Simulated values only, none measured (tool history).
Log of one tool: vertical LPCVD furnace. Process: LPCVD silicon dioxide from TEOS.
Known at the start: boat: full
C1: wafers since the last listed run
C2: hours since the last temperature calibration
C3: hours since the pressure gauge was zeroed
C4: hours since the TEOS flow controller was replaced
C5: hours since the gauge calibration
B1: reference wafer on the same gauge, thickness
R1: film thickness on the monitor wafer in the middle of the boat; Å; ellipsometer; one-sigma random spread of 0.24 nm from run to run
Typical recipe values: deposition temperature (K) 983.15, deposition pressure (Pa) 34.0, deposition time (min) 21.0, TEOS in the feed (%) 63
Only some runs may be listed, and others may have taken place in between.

run 1 hour=0.0 | deposition_temperature_(K)=983.15 deposition_pressure_(Pa)=34.0 deposition_time_(min)=15.5 TEOS_in_the_feed_(%)=63 | C1=0 C2=4302.4 C3=3982.6 C4=2627.4 C5=62.7 | B1=130.12 | R1=1181.9
run 2 hour=7.9 | deposition_temperature_(K)=983.15 deposition_pressure_(Pa)=34.0 deposition_time_(min)=15.5 TEOS_in_the_feed_(%)=63 | C1=114 C2=4310.3 C3=3990.5 C4=2635.3 C5=70.6 | B1=130.26 | R1=1183.0
run 3 hour=15.7 | deposition_temperature_(K)=983.15 deposition_pressure_(Pa)=34.0 deposition_time_(min)=15.5 TEOS_in_the_feed_(%)=63 | C1=112 C2=4318.1 C3=3998.3 C4=2643.1 C5=78.4 | B1=130.30 | R1=1185.0
run 4 hour=41.3 | deposition_temperature_(K)=983.15 deposition_pressure_(Pa)=34.0 deposition_time_(min)=21.0 TEOS_in_the_feed_(%)=63 | C1=370 C2=4343.7 C3=4023.9 C4=2668.7 C5=104.0 | B1=130.45 | R1=1609.1
-- hour=70.4 TEOS flow controller replaced
run 5 hour=70.9 | deposition_temperature_(K)=983.15 deposition_pressure_(Pa)=34.0 deposition_time_(min)=16.5 TEOS_in_the_feed_(%)=63 | C1=81 C2=4373.3 C3=4053.5 C4=0.5 C5=133.6 | B1=130.74 | R1=1268.7
run 6 hour=75.5 | deposition_temperature_(K)=983.15 deposition_pressure_(Pa)=34.0 deposition_time_(min)=16.5 TEOS_in_the_feed_(%)=63 | C1=66 C2=4377.9 C3=4058.1 C4=5.1 C5=138.2 | B1=130.77 | R1=1263.3
-- hour=79.5 gauge calibrated
run 7 hour=88.3 | deposition_temperature_(K)=983.15 deposition_pressure_(Pa)=34.0 deposition_time_(min)=16.5 TEOS_in_the_feed_(%)=63 | C1=185 C2=4390.7 C3=4070.9 C4=17.9 C5=8.8 | B1=129.98 | R1=1260.2
-- hour=119.3 thermocouples replaced and temperature profile calibrated
run 8 hour=119.8 | deposition_temperature_(K)=983.15 deposition_pressure_(Pa)=34.0 deposition_time_(min)=21.0 TEOS_in_the_feed_(%)=63 | C1=108 C2=0.5 C3=4102.4 C4=49.4 C5=40.3 | B1=130.03 | R1=1602.1
run 9 hour=124.5 | deposition_temperature_(K)=983.15 deposition_pressure_(Pa)=34.0 deposition_time_(min)=21.0 TEOS_in_the_feed_(%)=72 | C1=67 C2=5.2 C3=4107.1 C4=54.1 C5=45.0 | B1=130.01 | R1=1710.4
-- hour=152.7 pressure gauge zeroed
run 10 hour=153.2 | deposition_temperature_(K)=983.15 deposition_pressure_(Pa)=37.3 deposition_time_(min)=21.0 TEOS_in_the_feed_(%)=68 | C1=67 C2=33.9 C3=0.5 C4=82.8 C5=73.7 | B1=130.10 | R1=1745.4
run 11 hour=157.8 | deposition_temperature_(K)=983.15 deposition_pressure_(Pa)=34.0 deposition_time_(min)=21.0 TEOS_in_the_feed_(%)=72 | C1=66 C2=38.5 C3=5.1 C4=87.4 C5=78.3 | B1=130.18 | R1=1710.1
run 12 hour=162.5 | deposition_temperature_(K)=978.15 deposition_pressure_(Pa)=34.0 deposition_time_(min)=21.0 TEOS_in_the_feed_(%)=51 | C1=67 C2=43.2 C3=9.8 C4=92.1 C5=83.0 | B1=130.20 | R1=1286.5
run 13 hour=167.1 | deposition_temperature_(K)=983.15 deposition_pressure_(Pa)=28.0 deposition_time_(min)=25.0 TEOS_in_the_feed_(%)=63 | C1=66 C2=47.8 C3=14.4 C4=96.7 C5=87.6 | B1=130.25 | R1=1730.1
run 14 hour=176.0 | deposition_temperature_(K)=983.15 deposition_pressure_(Pa)=38.7 deposition_time_(min)=14.0 TEOS_in_the_feed_(%)=63 | C1=128 C2=56.7 C3=23.3 C4=105.6 C5=96.5 | B1=130.35 | R1=1141.3
run 15 hour=190.3 | deposition_temperature_(K)=983.15 deposition_pressure_(Pa)=34.0 deposition_time_(min)=21.0 TEOS_in_the_feed_(%)=63 | C1=206 C2=71.0 C3=37.6 C4=119.9 C5=110.8 | B1=130.33 | R1=1604.1
run 16 hour=208.6 | deposition_temperature_(K)=989.15 deposition_pressure_(Pa)=31.3 deposition_time_(min)=24.0 TEOS_in_the_feed_(%)=63 | C1=264 C2=89.3 C3=55.9 C4=138.2 C5=129.1 | B1=130.49 | R1=2023.1

What differs in the tool's unlogged condition from the final listed run ahead of each entry between runs to the first listed run following it?
Runs 4 to 5: TEOS flow controller replaced (hour 70.4)
  gauge reads high (%): 0.341 -> 0.547
  what was measured, less what the result would be without the hidden state, R1: +5.5 -> +6.9 Å
Runs 6 to 7: gauge calibrated (hour 79.5)
  gauge reads high (%): 0.584 -> -0.0509
  what was measured, less what the result would be without the hidden state, R1: +7.3 -> -0.6 Å
Runs 7 to 8: thermocouples replaced and temperature profile calibrated (hour 119.3)
  gauge reads high (%): -0.0509 -> -0.00551
  what was measured, less what the result would be without the hidden state, R1: -0.6 -> -0.1 Å
Runs 9 to 10: pressure gauge zeroed (hour 152.7)
  gauge reads high (%): 0.00625 -> 0.106
  what was measured, less what the result would be without the hidden state, R1: +0.2 -> +1.8 Å
